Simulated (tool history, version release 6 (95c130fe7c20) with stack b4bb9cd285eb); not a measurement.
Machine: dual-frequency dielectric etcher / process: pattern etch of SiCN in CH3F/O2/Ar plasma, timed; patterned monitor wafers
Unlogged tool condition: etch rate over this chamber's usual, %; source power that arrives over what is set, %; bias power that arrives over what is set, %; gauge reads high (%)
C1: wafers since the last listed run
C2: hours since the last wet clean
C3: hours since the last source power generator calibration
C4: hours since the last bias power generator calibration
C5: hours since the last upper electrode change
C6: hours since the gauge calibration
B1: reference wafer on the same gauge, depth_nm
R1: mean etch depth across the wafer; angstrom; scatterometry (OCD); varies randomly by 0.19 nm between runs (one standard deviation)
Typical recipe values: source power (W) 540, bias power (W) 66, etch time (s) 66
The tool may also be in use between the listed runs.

run 1 hour=0 | source_power_(W)=540 bias_power_(W)=66 etch_time_(s)=66 | C1=0 C2=75.6 C3=1258.7 C4=4293.1 C5=3468.5 C6=4 | B1=32.22 | R1=281.4
run 2 hour=58 | source_power_(W)=540 bias_power_(W)=54 etch_time_(s)=66 | C1=693 C2=133.6 C3=1316.7 C4=4351.1 C5=3526.5 C6=62 | B1=32.13 | R1=263.9
run 3 hour=102.7 | source_power_(W)=540 bias_power_(W)=66 etch_time_(s)=66 | C1=534 C2=178.3 C3=1361.4 C4=4395.8 C5=3571.2 C6=106.7 | B1=32.24 | R1=279.7
run 4 hour=146.8 | source_power_(W)=540 bias_power_(W)=66 etch_time_(s)=66 | C1=526 C2=222.4 C3=1405.5 C4=4439.9 C5=3615.3 C6=150.8 | B1=32.18 | R1=273
-- hour=219.7 upper electrode replaced
run 5 hour=220.2 | source_power_(W)=540 bias_power_(W)=66 etch_time_(s)=80 | C1=590 C2=295.8 C3=1478.9 C4=4513.3 C5=0.5 C6=224.2 | B1=32.21 | R1=331
run 6 hour=223.7 | source_power_(W)=540 bias_power_(W)=66 etch_time_(s)=72.5 | C1=41 C2=299.3 C3=1482.4 C4=4516.8 C5=4 C6=227.7 | B1=32.13 | R1=300
-- hour=265.7 wet clean of the chamber
-- hour=272.3 gauge calibrated
run 7 hour=292.3 | source_power_(W)=540 bias_power_(W)=60 etch_time_(s)=76 | C1=532 C2=26.6 C3=1551 C4=4585.4 C5=72.6 C6=20 | B1=32.22 | R1=296.6
run 8 hour=318.8 | source_power_(W)=420 bias_power_(W)=52 etch_time_(s)=73.5 | C1=316 C2=53.1 C3=1577.5 C4=4611.9 C5=99.1 C6=46.5 | B1=32.26 | R1=255.9
-- hour=327.9 bias power generator calibrated
-- hour=383.4 wet clean of the chamber, repeated, since the last time left the tool worse
run 9 hour=383.9 | source_power_(W)=540 bias_power_(W)=66 etch_time_(s)=66 | C1=443 C2=0.5 C3=1642.6 C4=56 C5=164.2 C6=111.6 | B1=32.22 | R1=280.3
run 10 hour=403.2 | source_power_(W)=680 bias_power_(W)=66 etch_time_(s)=81.5 | C1=230 C2=19.8 C3=1661.9 C4=75.3 C5=183.5 C6=130.9 | B1=32.33 | R1=368.2
-- hour=424 source power generator calibrated
run 11 hour=458.9 | source_power_(W)=400 bias_power_(W)=60 etch_time_(s)=79.5 | C1=617 C2=75.5 C3=34.9 C4=131 C5=239.2 C6=186.6 | B1=32.19 | R1=305
run 12 hour=507.4 | source_power_(W)=410 bias_power_(W)=61 etch_time_(s)=66 | C1=579 C2=124 C3=83.4 C4=179.5 C5=287.7 C6=235.1 | B1=32.1 | R1=252.2
run 13 hour=546.1 | source_power_(W)=580 bias_power_(W)=66 etch_time_(s)=66 | C1=462 C2=162.7 C3=122.1 C4=218.2 C5=326.4 C6=273.8 | B1=32.27 | R1=281
run 14 hour=574.1 | source_power_(W)=540 bias_power_(W)=53 etch_time_(s)=54.5 | C1=334 C2=190.7 C3=150.1 C4=246.2 C5=354.4 C6=301.8 | B1=32.13 | R1=212.3

List, for all runs, the conditions of the tool that the log does not record:
source power that arrives over what is set, %: 0 across all the runs
bias power that arrives over what is set, %: 0 across all the runs
gauge reads high (%): 0 across all the runs
H1: etch rate over this chamber's usual, %
run=1 H1=-0.543
run=2 H1=-1.13
run=3 H1=-1.58
run=4 H1=-2.03
run=5 H1=-2.77
run=6 H1=-2.8
run=7 H1=-6
run=8 H1=-6.26
run=9 H1=-0.445
run=10 H1=-0.64
run=11 H1=-1.2
run=12 H1=-1.69
run=13 H1=-2.08
run=14 H1=-2.37
